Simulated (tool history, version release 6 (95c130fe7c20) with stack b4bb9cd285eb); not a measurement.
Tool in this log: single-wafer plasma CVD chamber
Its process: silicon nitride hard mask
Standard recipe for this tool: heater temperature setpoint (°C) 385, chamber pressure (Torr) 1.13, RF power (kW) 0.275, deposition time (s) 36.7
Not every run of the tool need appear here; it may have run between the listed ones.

run,day,heater temperature setpoint (°C),chamber pressure (Torr),RF power (kW),deposition time (s),"read-back reference wafer on the same gauge, thickness_nm",mean film thickness on the monitor wafer (angstrom)
1,0,385,1.07,0.275,36.7,41.679,343.72
2,2.492,385,1.07,0.275,36.7,41.77,345.19
3,3.633,385,1.07,0.275,36.7,41.693,344.23
4,4.779,385,1.13,0.275,36.7,41.734,352.47
5,6.9,394,1.13,0.275,36.7,41.703,352.13
6,8.312,394,1.13,0.275,36.7,41.701,351.2
7,10.029,394,1.13,0.275,36.7,41.657,348.58
8,12.625,385,1.13,0.25,36.7,41.688,325.47
# day 14.158: capacitance manometer re-zeroed and calibrated
9,15.038,385,1.13,0.275,36.7,41.722,354.44
10,16.621,385,1.13,0.275,36.7,41.718,353.65
11,19.375,385,1.13,0.275,36.7,41.766,355.48
12,21.346,385,1.13,0.275,36.7,41.67,353.97
13,22.879,398,1.03,0.325,33.5,41.658,348.21
# day 27.867: thermocouple changed; heater temperature recalibrated
14,29.138,385,1.13,0.275,36.7,41.729,349.52
15,30.858,385,1.13,0.275,36.7,41.71,354.38
16,33.029,385,1.13,0.275,36.7,41.682,353.13
17,34.925,390,1.13,0.275,34.7,41.747,330.73
# day 37.512: gauge calibrated
18,37.667,385,0.89,0.275,42.6,41.668,369.15
19,38.917,375,1.39,0.275,36.7,41.697,383.56
# day 39.533: RF generator calibrated
# day 39.783: showerhead replaced
20,47.154,392,1.13,0.275,36.7,41.711,354.52
21,48.958,385,1.13,0.275,36.7,41.701,353.93
22,50.383,391,0.93,0.29,40.3,41.697,371.33
23,52.175,385,1.21,0.245,36.7,41.691,332
24,54.462,385,1.13,0.275,36.7,41.686,354.51
25,56.35,378,1.04,0.225,31.5,41.671,246.78
26,57.775,373,1.31,0.275,36.7,41.719,372.48
27,58.979,385,1.13,0.275,36.7,41.706,349.9
28,60.183,385,1.13,0.305,36.7,41.733,380

Alternative continuations, all from the tool just after run 28; predict every row:
A,60.2,385,1.13,0.275,36.7,?,?
B,60.2,385,0.89,0.275,36.7,?,?
C,60.2,385,1.01,0.26,36.7,?,?
D,60.2,393,1.37,0.24,39.9,?,?
E,60.2,371,1.04,0.325,34.3,?,?

run,"read-back reference wafer on the same gauge, thickness_nm",mean film thickness on the monitor wafer (angstrom)
A,41.676,350.86
B,41.676,317.11
C,41.676,319.99
D,41.676,362.86
E,41.676,363.72
Without the tool's hidden state the same runs would have given:
run,mean film thickness on the monitor wafer (angstrom)
A,350.86
B,317.11
C,319.99
D,362.86
E,363.72

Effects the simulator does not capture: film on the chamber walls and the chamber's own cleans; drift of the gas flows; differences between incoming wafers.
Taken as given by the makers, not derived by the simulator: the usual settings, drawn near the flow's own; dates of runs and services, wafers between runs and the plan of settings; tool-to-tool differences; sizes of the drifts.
